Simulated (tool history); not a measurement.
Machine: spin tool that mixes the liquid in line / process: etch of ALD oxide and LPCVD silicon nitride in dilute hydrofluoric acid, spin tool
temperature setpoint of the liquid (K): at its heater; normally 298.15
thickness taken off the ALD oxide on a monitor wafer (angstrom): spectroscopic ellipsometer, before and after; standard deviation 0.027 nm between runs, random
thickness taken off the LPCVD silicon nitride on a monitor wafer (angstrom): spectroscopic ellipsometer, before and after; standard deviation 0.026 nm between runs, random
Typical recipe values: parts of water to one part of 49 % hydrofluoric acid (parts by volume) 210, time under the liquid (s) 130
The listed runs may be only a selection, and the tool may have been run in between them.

run    hour  temperature setpoint of the liquid (K)  parts of water to one part of 49 % hydrofluoric acid (parts by volume)  time under the liquid (s)  read-back film thickness of the ALD oxide reference wafer, read on the same gauge (nm)  read-back film thickness of the LPCVD silicon nitride reference wafer, read on the same gauge (nm)  thickness taken off the ALD oxide on a monitor wafer (angstrom)  thickness taken off the LPCVD silicon nitride on a monitor wafer (angstrom)
  1     0.0                                  298.15                                                                     210                        130                                                                                  129.98                                                                                              89.997                                                             49.8                                                                         2.95
  2    52.5                                  298.15                                                                     210                        130                                                                                  129.99                                                                                              90.012                                                             50.2                                                                         3.32
  3    98.2                                  298.15                                                                     210                        130                                                                                  130.02                                                                                              89.949                                                             50.0                                                                         3.41
  4   172.8                                  298.15                                                                     210                        130                                                                                  130.00                                                                                              89.977                                                             49.8                                                                         3.08
  5   229.8                                  301.15                                                                     210                        130                                                                                  130.04                                                                                              90.041                                                             55.4                                                                         4.23
  6   321.0                                  301.15                                                                     210                        130                                                                                  129.99                                                                                              90.029                                                             55.2                                                                         4.39
  7   408.1                                  298.15                                                                     210                        130                                                                                  130.00                                                                                              89.998                                                             50.1                                                                         3.56
  8   510.8                                  298.15                                                                     210                        130                                                                                  130.02                                                                                              89.995                                                             49.7                                                                         3.18
  9   582.6                                  301.65                                                                     295                        130                                                                                  130.01                                                                                              90.011                                                             37.0                                                                         2.28
 10   671.8                                  301.65                                                                     295                        130                                                                                  130.01                                                                                              90.027                                                             36.6                                                                         2.77
      848.8  -- thermometer replaced
 11   921.4                                  298.15                                                                     210                        130                                                                                  130.02                                                                                              89.978                                                             50.2                                                                         3.20
 12   978.5                                  298.15                                                                     210                        130                                                                                  129.98                                                                                              89.975                                                             50.5                                                                         3.41
 13  1056.7                                  298.15                                                                     210                        130                                                                                  129.97                                                                                              90.028                                                             49.6                                                                         3.24
 14  1218.6                                  298.15                                                                     155                        160                                                                                  130.00                                                                                              90.006                                                             88.4                                                                         5.52
 15  1313.2                                  298.15                                                                     140                        205                                                                                  130.01                                                                                              89.988                                                            127.5                                                                         8.93

Estimate the outcome of run 16 from the log above:
 16  1363.7                                  302.65                                                                     210                         75                                                                                       ?                                                                                                   ?                                                                ?                                                                            ?

Run 16 came out at read-back film thickness of the ALD oxide reference wafer, read on the same gauge (nm) 130.01, read-back film thickness of the LPCVD silicon nitride reference wafer, read on the same gauge (nm) 89.979, thickness taken off the ALD oxide on a monitor wafer (angstrom) 33.9, thickness taken off the LPCVD silicon nitride on a monitor wafer (angstrom) 2.46.
Were there no unlogged condition in the tool, this run, its random variation unchanged, would have produced thickness taken off the ALD oxide on a monitor wafer (angstrom) 33.9, thickness taken off the LPCVD silicon nitride on a monitor wafer (angstrom) 2.46.
